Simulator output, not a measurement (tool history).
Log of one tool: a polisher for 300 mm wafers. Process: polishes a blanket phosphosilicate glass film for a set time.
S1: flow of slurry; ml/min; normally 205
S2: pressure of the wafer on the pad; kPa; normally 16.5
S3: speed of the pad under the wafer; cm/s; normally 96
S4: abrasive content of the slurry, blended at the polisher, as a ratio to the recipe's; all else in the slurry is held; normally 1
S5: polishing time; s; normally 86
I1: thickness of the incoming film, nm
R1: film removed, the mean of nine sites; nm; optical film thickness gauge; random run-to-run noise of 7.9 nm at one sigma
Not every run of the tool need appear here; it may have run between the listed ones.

Run 1, hour 0: usual settings but S1 250 ml/min, S2 15.2 kPa; I1 3637.1. Result: R1 483.5 nm.
Run 2, hour 26.6: usual settings but S1 250 ml/min, S2 15.2 kPa; I1 3638. Result: R1 470.4 nm.
Run 3, hour 60.4: usual settings but S1 230 ml/min, S4 0.75; I1 3723.5. Result: R1 415 nm.
Run 4, hour 116.3: usual settings but S1 150 ml/min, S5 63 s; I1 3652.2. Result: R1 331.7 nm.
Run 5, hour 184.1: usual settings but S4 0.85, S5 97 s; I1 3596.6. Result: R1 484.1 nm.
At hour 242.1: worn pad replaced by a new one.
Run 6, hour 248.9: usual settings but S3 128 cm/s, S5 102 s; I1 3723.4. Result: R1 658.1 nm.
Run 7, hour 276.8: usual settings; I1 3690.2. Result: R1 477.4 nm.
Run 8, hour 324.4: usual settings but S1 260 ml/min, S2 11.7 kPa, S4 1.2, S5 107 s; I1 3725.2. Result: R1 472.1 nm.
At hour 330.7: slurry blender recalibrated.
Run 9, hour 378.3: usual settings but S2 18.6 kPa; I1 3667.1. Result: R1 587 nm.
Run 10, hour 411.5: usual settings but S2 20 kPa, S3 108 cm/s; I1 3687.4. Result: R1 670.6 nm.
At hour 421.7: conditioning disc replaced and pad reconditioned.
At hour 434: head pressure recalibrated.
Run 11, hour 471.7: usual settings; I1 3653.4. Result: R1 509.1 nm.
Run 12, hour 543.4: usual settings; I1 3736.7. Result: R1 474.4 nm.
Run 13, hour 614: usual settings but S2 21.4 kPa, S3 114 cm/s, S5 59 s; I1 3611.5. Result: R1 476.7 nm.
Run 14, hour 660.8: usual settings; I1 3672.8. Result: R1 469.8 nm.
At hour 666: worn pad replaced by a new one.
At hour 685: slurry nozzle cleaned.
Run 15, hour 714: usual settings but S1 250 ml/min, S3 76 cm/s, S4 0.75, S5 112 s; I1 3707.5. Result: R1 492.5 nm.
Run 16, hour 761.6: usual settings but S4 1.25; I1 3689.5. Result: R1 539.2 nm.
At hour 801.3: slurry blender recalibrated.
Run 17, hour 816.3: usual settings but S1 250 ml/min, S3 76 cm/s, S4 0.75, S5 112 s; I1 3644. Result: R1 523.9 nm.
Run 18, hour 880.3: usual settings but S5 102 s; I1 3664.2. Result: R1 606.9 nm.
At hour 907.4: conditioning disc replaced and pad reconditioned.
Run 19, hour 1018.9: usual settings but S2 13.1 kPa, S3 82 cm/s, S4 0.7; I1 3690.5. Result: R1 282 nm.
At hour 1049.3: head pressure recalibrated.
Run 20, hour 1057.1: usual settings; I1 3648.7. Result: R1 479.6 nm.
Run 21, hour 1091.3: usual settings but S4 1.3; I1 3617.6. Result: R1 545.5 nm.
Run 22, hour 1134.4: usual settings; I1 3700.1. Result: R1 461.8 nm.
At hour 1151.7: worn pad replaced by a new one.
Run 23, hour 1180.8: usual settings but S1 275 ml/min, S5 99 s; I1 3665. Result: R1 578.3 nm.
Run 24, hour 1206.7: usual settings but S2 18.6 kPa, S5 75 s; I1 3659.2. Result: R1 470.9 nm.
Run 25, hour 1268.2: usual settings but S2 18.6 kPa; I1 3668.7. Result: R1 549.3 nm.

4 ways to go on from here, each from the tool as it stands after run 25. What would each give?
Run A, hour 1268.7: usual settings but S5 111 s; I1 3602.6. Result: R1 ?.
Run B, hour 1268.7: usual settings but S3 82 cm/s, S5 113 s; I1 3602.6. Result: R1 ?.
Run C, hour 1268.7: usual settings but S2 13.1 kPa, S3 82 cm/s, S4 1.1; I1 3602.6. Result: R1 ?.
Run D, hour 1268.7: usual settings but S1 255 ml/min, S2 13.8 kPa; I1 3602.6. Result: R1 ?.

run     R1
  A  609.7
  B  566.3
  C  358.6
  D  404.5
Without the tool's hidden state the same runs would have given:
run     R1
  A  677.8
  B  629.6
  C  396.6
  D  449.7

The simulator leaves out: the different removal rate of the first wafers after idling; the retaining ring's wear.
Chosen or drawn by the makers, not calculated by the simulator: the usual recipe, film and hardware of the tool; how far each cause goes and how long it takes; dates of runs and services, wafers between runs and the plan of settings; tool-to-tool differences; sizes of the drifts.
